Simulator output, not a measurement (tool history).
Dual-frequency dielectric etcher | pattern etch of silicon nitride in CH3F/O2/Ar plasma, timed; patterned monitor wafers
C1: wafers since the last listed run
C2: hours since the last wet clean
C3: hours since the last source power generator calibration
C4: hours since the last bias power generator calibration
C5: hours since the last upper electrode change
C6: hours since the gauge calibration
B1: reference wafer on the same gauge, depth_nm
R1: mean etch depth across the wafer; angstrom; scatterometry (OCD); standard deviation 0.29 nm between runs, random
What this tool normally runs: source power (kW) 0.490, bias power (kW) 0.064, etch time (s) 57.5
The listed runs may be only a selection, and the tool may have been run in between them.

Run 1, hour 0.0: usual settings but source power (kW) 0.520; C1 0; C2 566.4; C3 1215.5; C4 2567.1; C5 1228.3; C6 1677.4; B1 45.14. Result: R1 399.1 angstrom.
Run 2, hour 30.6: usual settings; C1 381; C2 597.0; C3 1246.1; C4 2597.7; C5 1258.9; C6 1708.0; B1 45.06. Result: R1 389.1 angstrom.
At hour 62.0: wet clean of the chamber.
Run 3, hour 95.9: usual settings but source power (kW) 0.460; C1 514; C2 33.9; C3 1311.4; C4 2663.0; C5 1324.2; C6 1773.3; B1 45.19. Result: R1 379.0 angstrom.
Run 4, hour 156.6: usual settings but source power (kW) 0.460; C1 756; C2 94.6; C3 1372.1; C4 2723.7; C5 1384.9; C6 1834.0; B1 45.08. Result: R1 378.1 angstrom.
Run 5, hour 186.1: usual settings; C1 367; C2 124.1; C3 1401.6; C4 2753.2; C5 1414.4; C6 1863.5; B1 44.83. Result: R1 390.4 angstrom.
Run 6, hour 220.7: usual settings; C1 431; C2 158.7; C3 1436.2; C4 2787.8; C5 1449.0; C6 1898.1; B1 44.97. Result: R1 387.9 angstrom.
Run 7, hour 250.5: usual settings but etch time (s) 49.0; C1 371; C2 188.5; C3 1466.0; C4 2817.6; C5 1478.8; C6 1927.9; B1 44.93. Result: R1 332.2 angstrom.
Run 8, hour 277.3: usual settings but etch time (s) 49.0; C1 334; C2 215.3; C3 1492.8; C4 2844.4; C5 1505.6; C6 1954.7; B1 45.04. Result: R1 333.4 angstrom.
Run 9, hour 332.5: usual settings but etch time (s) 49.0; C1 688; C2 270.5; C3 1548.0; C4 2899.6; C5 1560.8; C6 2009.9; B1 44.96. Result: R1 328.5 angstrom.
At hour 341.5: bias power generator calibrated.
Run 10, hour 421.3: usual settings but etch time (s) 67.5; C1 1057; C2 359.3; C3 1636.8; C4 79.8; C5 1649.6; C6 2098.7; B1 44.93. Result: R1 459.6 angstrom.
Run 11, hour 479.6: usual settings but etch time (s) 67.5; C1 726; C2 417.6; C3 1695.1; C4 138.1; C5 1707.9; C6 2157.0; B1 45.04. Result: R1 459.2 angstrom.
Run 12, hour 522.0: usual settings but bias power (kW) 0.074; C1 528; C2 460.0; C3 1737.5; C4 180.5; C5 1750.3; C6 2199.4; B1 44.83. Result: R1 413.5 angstrom.
At hour 531.9: gauge calibrated.
At hour 577.4: source power generator calibrated.
Run 13, hour 582.2: usual settings but etch time (s) 67.5; C1 700; C2 520.2; C3 4.8; C4 240.7; C5 1810.5; C6 50.3; B1 48.24. Result: R1 493.5 angstrom.
Run 14, hour 636.8: usual settings but etch time (s) 65.5; C1 680; C2 574.8; C3 59.4; C4 295.3; C5 1865.1; C6 104.9; B1 48.19. Result: R1 474.5 angstrom.
Run 15, hour 693.6: usual settings but bias power (kW) 0.070; C1 708; C2 631.6; C3 116.2; C4 352.1; C5 1921.9; C6 161.7; B1 47.96. Result: R1 428.6 angstrom.
At hour 721.4: wet clean of the chamber.
Run 16, hour 749.0: usual settings but source power (kW) 0.440, bias power (kW) 0.049, etch time (s) 48.0; C1 391; C2 27.6; C3 171.6; C4 407.5; C5 1977.3; C6 217.1; B1 47.69. Result: R1 290.6 angstrom.
Run 17, hour 790.6: usual settings but source power (kW) 0.420, bias power (kW) 0.054, etch time (s) 46.0; C1 518; C2 69.2; C3 213.2; C4 449.1; C5 2018.9; C6 258.7; B1 47.55. Result: R1 282.9 angstrom.
Run 18, hour 831.8: usual settings but etch time (s) 62.0; C1 513; C2 110.4; C3 254.4; C4 490.3; C5 2060.1; C6 299.9; B1 47.53. Result: R1 438.9 angstrom.
Run 19, hour 887.6: usual settings but etch time (s) 66.5; C1 695; C2 166.2; C3 310.2; C4 546.1; C5 2115.9; C6 355.7; B1 47.40. Result: R1 471.8 angstrom.
Run 20, hour 933.6: usual settings; C1 573; C2 212.2; C3 356.2; C4 592.1; C5 2161.9; C6 401.7; B1 46.97. Result: R1 406.9 angstrom.
At hour 980.7: upper electrode replaced.
Run 21, hour 995.1: usual settings but bias power (kW) 0.070, etch time (s) 41.5; C1 467; C2 273.7; C3 417.7; C4 653.6; C5 14.4; C6 463.2; B1 46.99. Result: R1 307.5 angstrom.
Run 22, hour 1026.2: usual settings; C1 387; C2 304.8; C3 448.8; C4 684.7; C5 45.5; C6 494.3; B1 46.91. Result: R1 409.3 angstrom.
Run 23, hour 1060.3: usual settings but etch time (s) 73.0; C1 425; C2 338.9; C3 482.9; C4 718.8; C5 79.6; C6 528.4; B1 46.88. Result: R1 518.4 angstrom.
Run 24, hour 1117.3: usual settings but bias power (kW) 0.074; C1 710; C2 395.9; C3 539.9; C4 775.8; C5 136.6; C6 585.4; B1 46.53. Result: R1 432.1 angstrom.
Run 25, hour 1173.2: usual settings but source power (kW) 0.600, bias power (kW) 0.069, etch time (s) 48.5; C1 696; C2 451.8; C3 595.8; C4 831.7; C5 192.5; C6 641.3; B1 46.81. Result: R1 382.2 angstrom.
At hour 1327.5: wet clean of the chamber.
Run 26, hour 1328.0: usual settings; C1 1630; C2 0.5; C3 750.6; C4 986.5; C5 347.3; C6 796.1; B1 46.34. Result: R1 398.0 angstrom.
Run 27, hour 1374.6: usual settings but source power (kW) 0.610, bias power (kW) 0.071, etch time (s) 53.0; C1 581; C2 47.1; C3 797.2; C4 1033.1; C5 393.9; C6 842.7; B1 46.45. Result: R1 429.0 angstrom.
Run 28, hour 1429.4: usual settings but etch time (s) 73.5; C1 683; C2 101.9; C3 852.0; C4 1087.9; C5 448.7; C6 897.5; B1 46.31. Result: R1 510.6 angstrom.
Run 29, hour 1460.9: usual settings but source power (kW) 0.580, bias power (kW) 0.050, etch time (s) 72.0; C1 392; C2 133.4; C3 883.5; C4 1119.4; C5 480.2; C6 929.0; B1 46.30. Result: R1 487.8 angstrom.

What will run 30 give?
Run 30, hour 1508.9: usual settings but source power (kW) 0.540, bias power (kW) 0.058, etch time (s) 71.0; C1 598; C2 181.4; C3 931.5; C4 1167.4; C5 528.2; C6 977.0; B1 ?. Result: R1 ?.

{"run 30": {"B1": 46.23, "R1": 492.0}}
With no hidden state in the tool, this same run would have given R1 512.7 angstrom.

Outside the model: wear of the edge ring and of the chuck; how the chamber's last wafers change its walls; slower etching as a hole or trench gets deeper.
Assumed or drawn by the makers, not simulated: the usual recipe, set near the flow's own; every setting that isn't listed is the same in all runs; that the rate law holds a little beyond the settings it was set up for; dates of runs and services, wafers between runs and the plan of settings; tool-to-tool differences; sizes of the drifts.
